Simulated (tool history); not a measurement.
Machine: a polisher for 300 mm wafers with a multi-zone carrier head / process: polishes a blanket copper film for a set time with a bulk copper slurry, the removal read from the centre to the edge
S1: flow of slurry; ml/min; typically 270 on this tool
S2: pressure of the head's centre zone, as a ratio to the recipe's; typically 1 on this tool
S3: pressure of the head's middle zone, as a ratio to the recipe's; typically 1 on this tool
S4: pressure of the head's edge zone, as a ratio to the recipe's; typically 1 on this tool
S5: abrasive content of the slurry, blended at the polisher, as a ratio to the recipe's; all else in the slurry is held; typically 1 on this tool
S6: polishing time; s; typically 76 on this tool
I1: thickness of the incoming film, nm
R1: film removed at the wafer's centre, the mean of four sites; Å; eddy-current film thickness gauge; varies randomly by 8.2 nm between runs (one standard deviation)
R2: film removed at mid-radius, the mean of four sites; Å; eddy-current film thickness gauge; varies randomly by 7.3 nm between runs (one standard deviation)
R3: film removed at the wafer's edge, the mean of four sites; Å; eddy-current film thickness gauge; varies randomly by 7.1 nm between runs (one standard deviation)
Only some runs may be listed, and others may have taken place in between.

run	hour	S1	S2	S3	S4	S5	S6	I1	R1	R2	R3
1	0	270	1	1	1	1	76	2694.5	7114	6926	7322
2	15.3	270	1	1	1	1	97	2691.5	8945	8935	9289
3	27.7	270	1	1	1	1	76	2739.4	7075	7001	7126
# hour 32.1: worn pad replaced by a new one
4	35.2	270	1	1	1	1	76	2693.2	7721	7865	8026
5	43.1	270	1	1	1	1	76	2726.2	7508	7458	7830
6	56.2	270	1	1.03	1.08	1	76	2671.9	7474	7497	7949
7	69.7	270	1	1.03	1.08	1	76	2670.1	7126	7397	7729
8	82.6	270	1	1.03	1.08	1	76	2731.8	6979	7258	7618
9	96.9	270	1	1	1	1	76	2745.6	6913	7023	7268
10	105.9	270	1	1	1	1	76	2693.5	6896	6878	7218
# hour 111: centre zone pressure recalibrated
11	113.7	200	1	0.94	1.04	1	76	2702.8	6318	6063	6912
12	128.7	270	1.05	1.11	1	1	76	2731.6	7110	7387	6989
# hour 137.1: worn pad replaced by a new one
13	142.3	270	1	1	1.1	1	76	2729.3	7586	7548	8103
14	152.2	335	1	1	1.1	1	76	2763.5	7582	7503	8151
# hour 162.3: carrier head's membrane replaced by a new one
# hour 162.7: edge zone pressure recalibrated
15	168.8	345	1	1	1	1	76	2708.1	7286	7336	7512
16	180.2	270	1	1	1	1	76	2717.1	6742	6957	7123
# hour 183.7: slurry nozzle cleaned
17	190.8	270	1	1	1	1	76	2689.9	7324	7324	7512
18	207.2	225	1.09	1	1	1	62	2724.8	6239	5706	5966
19	216.5	270	1	0.89	1	1.3	76	2730.5	7585	6937	7923
20	223.6	270	1	1.1	1	1.2	76	2675.4	7528	8040	7732
21	230.1	345	0.92	1.1	1.11	1	76	2704.1	6924	7972	7941

5 options for the next run, each taken on its own from the tool as it stands now. Forecast them:
A	230.6	270	1	1	1	1	76	2705.1	?	?	?
B	230.6	270	0.93	1	1	1	76	2705.1	?	?	?
C	230.6	270	1	1	1.1	0.8	76	2705.1	?	?	?
D	230.6	270	1	1.04	1	1	52	2705.1	?	?	?
E	230.6	270	1	1	1.09	1	85	2705.1	?	?	?

run	R1	R2	R3
A	7171	7161	7342
B	6665	7163	7342
C	6810	6799	7309
D	4908	5065	5021
E	8020	8008	8568
Had the tool no hidden state, the same runs would have come out as:
run	R1	R2	R3
A	8338	8321	8521
B	7750	8325	8521
C	7918	7901	8482
D	5707	5886	5827
E	9326	9306	9944
